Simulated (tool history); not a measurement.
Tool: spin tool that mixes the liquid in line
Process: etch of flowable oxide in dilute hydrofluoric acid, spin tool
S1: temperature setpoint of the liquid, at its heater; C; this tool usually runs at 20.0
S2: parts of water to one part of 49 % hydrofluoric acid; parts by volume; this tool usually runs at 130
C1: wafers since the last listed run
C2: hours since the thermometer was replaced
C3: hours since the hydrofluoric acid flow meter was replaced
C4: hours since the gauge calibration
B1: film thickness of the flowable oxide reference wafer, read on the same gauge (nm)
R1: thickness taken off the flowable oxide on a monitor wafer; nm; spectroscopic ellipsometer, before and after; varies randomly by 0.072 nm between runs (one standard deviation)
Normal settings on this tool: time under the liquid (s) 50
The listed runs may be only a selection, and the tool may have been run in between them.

{"run": 1, "hour": 0.0, "S1": 20.0, "S2": 130, "time under the liquid (s)": 50, "C1": 0, "C2": 1174.6, "C3": 689.5, "C4": 275.5, "B1": 30.04, "R1": 8.89}
{"run": 2, "hour": 201.1, "S1": 20.0, "S2": 130, "time under the liquid (s)": 60, "C1": 3385, "C2": 1375.7, "C3": 890.6, "C4": 476.6, "B1": 30.06, "R1": 10.8}
{"run": 3, "hour": 265.2, "S1": 20.0, "S2": 130, "time under the liquid (s)": 45, "C1": 1079, "C2": 1439.8, "C3": 954.7, "C4": 540.7, "B1": 30.05, "R1": 8.1}
{"run": 4, "hour": 325.5, "S1": 20.0, "S2": 130, "time under the liquid (s)": 45, "C1": 1015, "C2": 1500.1, "C3": 1015.0, "C4": 601.0, "B1": 29.96, "R1": 8.15}
{"run": 5, "hour": 368.0, "S1": 20.0, "S2": 130, "time under the liquid (s)": 50, "C1": 715, "C2": 1542.6, "C3": 1057.5, "C4": 643.5, "B1": 30.02, "R1": 9.16}
{"run": 6, "hour": 407.6, "S1": 20.0, "S2": 130, "time under the liquid (s)": 50, "C1": 666, "C2": 1582.2, "C3": 1097.1, "C4": 683.1, "B1": 29.99, "R1": 9.07}
{"run": 7, "hour": 443.6, "S1": 20.0, "S2": 130, "time under the liquid (s)": 50, "C1": 606, "C2": 1618.2, "C3": 1133.1, "C4": 719.1, "B1": 30.01, "R1": 9.23}
{"run": 8, "hour": 495.1, "S1": 20.0, "S2": 110, "time under the liquid (s)": 50, "C1": 867, "C2": 1669.7, "C3": 1184.6, "C4": 770.6, "B1": 29.94, "R1": 11.08}
{"run": 9, "hour": 589.8, "S1": 20.0, "S2": 110, "time under the liquid (s)": 50, "C1": 1594, "C2": 1764.4, "C3": 1279.3, "C4": 865.3, "B1": 29.99, "R1": 11.26}
{"run": 10, "hour": 665.9, "S1": 22.0, "S2": 130, "time under the liquid (s)": 50, "C1": 1281, "C2": 1840.5, "C3": 1355.4, "C4": 941.4, "B1": 30.03, "R1": 10.15}
{"run": 11, "hour": 730.1, "S1": 20.0, "S2": 150, "time under the liquid (s)": 50, "C1": 1080, "C2": 1904.7, "C3": 1419.6, "C4": 1005.6, "B1": 29.98, "R1": 7.99}
{"run": 12, "hour": 831.9, "S1": 20.0, "S2": 130, "time under the liquid (s)": 50, "C1": 1713, "C2": 2006.5, "C3": 1521.4, "C4": 1107.4, "B1": 30.01, "R1": 9.52}
{"run": 13, "hour": 868.3, "S1": 17.0, "S2": 65, "time under the liquid (s)": 50, "C1": 612, "C2": 2042.9, "C3": 1557.8, "C4": 1143.8, "B1": 29.94, "R1": 17.75}
{"run": 14, "hour": 959.8, "S1": 20.0, "S2": 130, "time under the liquid (s)": 50, "C1": 1540, "C2": 2134.4, "C3": 1649.3, "C4": 1235.3, "B1": 30.0, "R1": 9.42}
{"run": 15, "hour": 1010.8, "S1": 17.0, "S2": 165, "time under the liquid (s)": 80, "C1": 858, "C2": 2185.4, "C3": 1700.3, "C4": 1286.3, "B1": 29.97, "R1": 10.17}
{"hour": 1026.3, "done": "gauge calibrated"}
{"run": 16, "hour": 1053.9, "S1": 17.0, "S2": 185, "time under the liquid (s)": 60, "C1": 725, "C2": 2228.5, "C3": 1743.4, "C4": 27.6, "B1": 29.96, "R1": 6.79}
{"hour": 1128.6, "done": "hydrofluoric acid flow meter replaced"}
{"run": 17, "hour": 1131.7, "S1": 20.0, "S2": 130, "time under the liquid (s)": 50, "C1": 1292, "C2": 2306.3, "C3": 3.1, "C4": 105.4, "B1": 29.96, "R1": 8.44}
{"run": 18, "hour": 1236.7, "S1": 20.0, "S2": 175, "time under the liquid (s)": 75, "C1": 1767, "C2": 2411.3, "C3": 108.1, "C4": 210.4, "B1": 29.96, "R1": 9.01}
{"run": 19, "hour": 1311.6, "S1": 24.5, "S2": 85, "time under the liquid (s)": 60, "C1": 1260, "C2": 2486.2, "C3": 183.0, "C4": 285.3, "B1": 30.01, "R1": 20.09}
{"hour": 1330.8, "done": "thermometer replaced"}
{"run": 20, "hour": 1417.7, "S1": 18.0, "S2": 130, "time under the liquid (s)": 50, "C1": 1769, "C2": 86.9, "C3": 289.1, "C4": 391.4, "B1": 30.05, "R1": 7.91}
{"run": 21, "hour": 1673.5, "S1": 24.0, "S2": 105, "time under the liquid (s)": 40, "C1": 4306, "C2": 342.7, "C3": 544.9, "C4": 647.2, "B1": 29.96, "R1": 10.61}

For some of the steps in R1 from one run to the next: how much would appear even if the tool had no hidden state, given the settings, what came in and random variation, and how much remains for the hidden state plus any gauge scatter that the measured result and the result without hidden state don't share?
What the log doesn't record here: liquid colder than its thermometer reads (K); hydrofluoric acid flow above the setpoint (%); gauge reads high (%).
Run 12 -> 13: S1 20.0 -> 17.0, S2 130 -> 65. R1 +8.23 nm: hidden state +0.76, all else +7.47.
Run 16 -> 17: S1 17.0 -> 20.0, S2 185 -> 130, time under the liquid (s) 60 -> 50, hydrofluoric acid flow meter replaced. R1 +1.65 nm: hidden state -0.78, all else +2.43.
Run 18 -> 19: S1 20.0 -> 24.5, S2 175 -> 85, time under the liquid (s) 75 -> 60. R1 +11.08 nm: hidden state +0.21, all else +10.87.
Run 19 -> 20: S1 24.5 -> 18.0, S2 85 -> 130, time under the liquid (s) 60 -> 50, thermometer replaced. R1 -12.18 nm: hidden state -0.12, all else -12.06.
